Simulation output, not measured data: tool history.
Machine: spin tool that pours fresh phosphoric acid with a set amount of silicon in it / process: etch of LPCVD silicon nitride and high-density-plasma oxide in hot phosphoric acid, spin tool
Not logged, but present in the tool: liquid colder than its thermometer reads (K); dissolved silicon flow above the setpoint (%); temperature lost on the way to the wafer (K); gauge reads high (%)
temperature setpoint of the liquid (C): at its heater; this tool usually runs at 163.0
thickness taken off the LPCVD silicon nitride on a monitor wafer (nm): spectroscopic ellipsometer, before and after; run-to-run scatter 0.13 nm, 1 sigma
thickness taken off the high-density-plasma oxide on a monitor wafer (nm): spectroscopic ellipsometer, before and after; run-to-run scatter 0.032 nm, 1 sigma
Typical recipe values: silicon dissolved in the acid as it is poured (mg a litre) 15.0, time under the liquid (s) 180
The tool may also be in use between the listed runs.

run	hour	temperature setpoint of the liquid (C)	silicon dissolved in the acid as it is poured (mg a litre)	time under the liquid (s)	wafers since the last listed run	hours since the thermometer was replaced	hours since the dissolved silicon flow meter was replaced	hours since the heated supply line was repaired	hours since the gauge calibration	read-back film thickness of the LPCVD silicon nitride reference wafer, read on the same gauge (nm)	read-back film thickness of the high-density-plasma oxide reference wafer, read on the same gauge (nm)	thickness taken off the LPCVD silicon nitride on a monitor wafer (nm)	thickness taken off the high-density-plasma oxide on a monitor wafer (nm)
1	0.0	163.0	15.0	180	0	1704.3	987.3	1744.9	601.5	70.00	119.996	16.49	0.406
# hour 20.9: gauge calibrated
2	28.7	163.0	15.0	180	172	1733.0	1016.0	1773.6	7.8	70.02	119.976	16.36	0.399
3	59.6	163.0	24.0	245	185	1763.9	1046.9	1804.5	38.7	69.99	119.989	22.19	0.411
4	87.8	163.0	15.0	180	169	1792.1	1075.1	1832.7	66.9	70.07	120.020	16.56	0.365
5	115.6	163.0	15.0	180	166	1819.9	1102.9	1860.5	94.7	70.04	119.997	16.44	0.379
# hour 132.8: thermometer replaced
6	134.3	163.0	5.0	270	106	1.5	1121.6	1879.2	113.4	70.00	119.975	24.37	0.799
# hour 161.5: heated supply line repaired
7	163.3	163.0	15.0	130	168	30.5	1150.6	1.8	142.4	70.00	119.979	11.90	0.245
8	192.0	163.0	15.0	180	172	59.2	1179.3	30.5	171.1	69.99	119.994	16.41	0.387
9	206.3	161.5	10.5	180	85	73.5	1193.6	44.8	185.4	69.98	120.027	15.71	0.401
10	238.7	160.0	4.0	270	194	105.9	1226.0	77.2	217.8	70.01	120.017	22.44	0.633
# hour 256.8: dissolved silicon flow meter replaced
11	342.7	163.0	15.0	180	618	209.9	85.9	181.2	321.8	70.06	119.987	16.74	0.392
12	377.1	163.0	15.0	180	206	244.3	120.3	215.6	356.2	69.98	119.990	16.31	0.350
13	402.9	163.0	8.5	145	154	270.1	146.1	241.4	382.0	69.98	120.027	13.29	0.367
14	415.3	163.0	15.0	180	74	282.5	158.5	253.8	394.4	69.98	120.009	16.58	0.377
15	428.4	163.0	15.0	180	78	295.6	171.6	266.9	407.5	70.00	119.984	16.50	0.381
16	462.0	164.0	24.5	105	201	329.2	205.2	300.5	441.1	70.01	120.000	9.99	0.146
17	495.8	162.0	15.0	180	203	363.0	239.0	334.3	474.9	69.99	119.996	16.07	0.387
18	508.4	160.5	6.0	125	75	375.6	251.6	346.9	487.5	70.01	120.009	10.53	0.264
19	534.6	165.0	7.0	180	157	401.8	277.8	373.1	513.7	69.99	120.017	17.60	0.642
20	565.3	163.0	23.5	250	184	432.5	308.5	403.8	544.4	69.96	119.997	22.79	0.476

Each row is a separate what-if for the run after 20, all from the same tool condition, not one after another. Results?
A	565.8	163.0	7.0	180	3	433.0	309.0	404.3	544.9	?	?	?	?
B	565.8	161.5	24.5	225	3	433.0	309.0	404.3	544.9	?	?	?	?
C	565.8	165.0	8.0	150	3	433.0	309.0	404.3	544.9	?	?	?	?
D	565.8	164.0	26.0	85	3	433.0	309.0	404.3	544.9	?	?	?	?
E	565.8	165.0	15.0	135	3	433.0	309.0	404.3	544.9	?	?	?	?

run	read-back film thickness of the LPCVD silicon nitride reference wafer, read on the same gauge (nm)	read-back film thickness of the high-density-plasma oxide reference wafer, read on the same gauge (nm)	thickness taken off the LPCVD silicon nitride on a monitor wafer (nm)	thickness taken off the high-density-plasma oxide on a monitor wafer (nm)
A	70.05	120.003	16.52	0.429
B	70.05	120.003	19.64	0.305
C	70.05	120.003	14.70	0.405
D	70.05	120.003	8.06	0.132
E	70.05	120.003	13.23	0.310
The same runs, with their run-to-run variation unchanged, on a tool lacking any hidden condition would have given:
run	thickness taken off the LPCVD silicon nitride on a monitor wafer (nm)	thickness taken off the high-density-plasma oxide on a monitor wafer (nm)
A	16.52	0.429
B	19.64	0.305
C	14.70	0.405
D	8.06	0.132
E	13.23	0.310
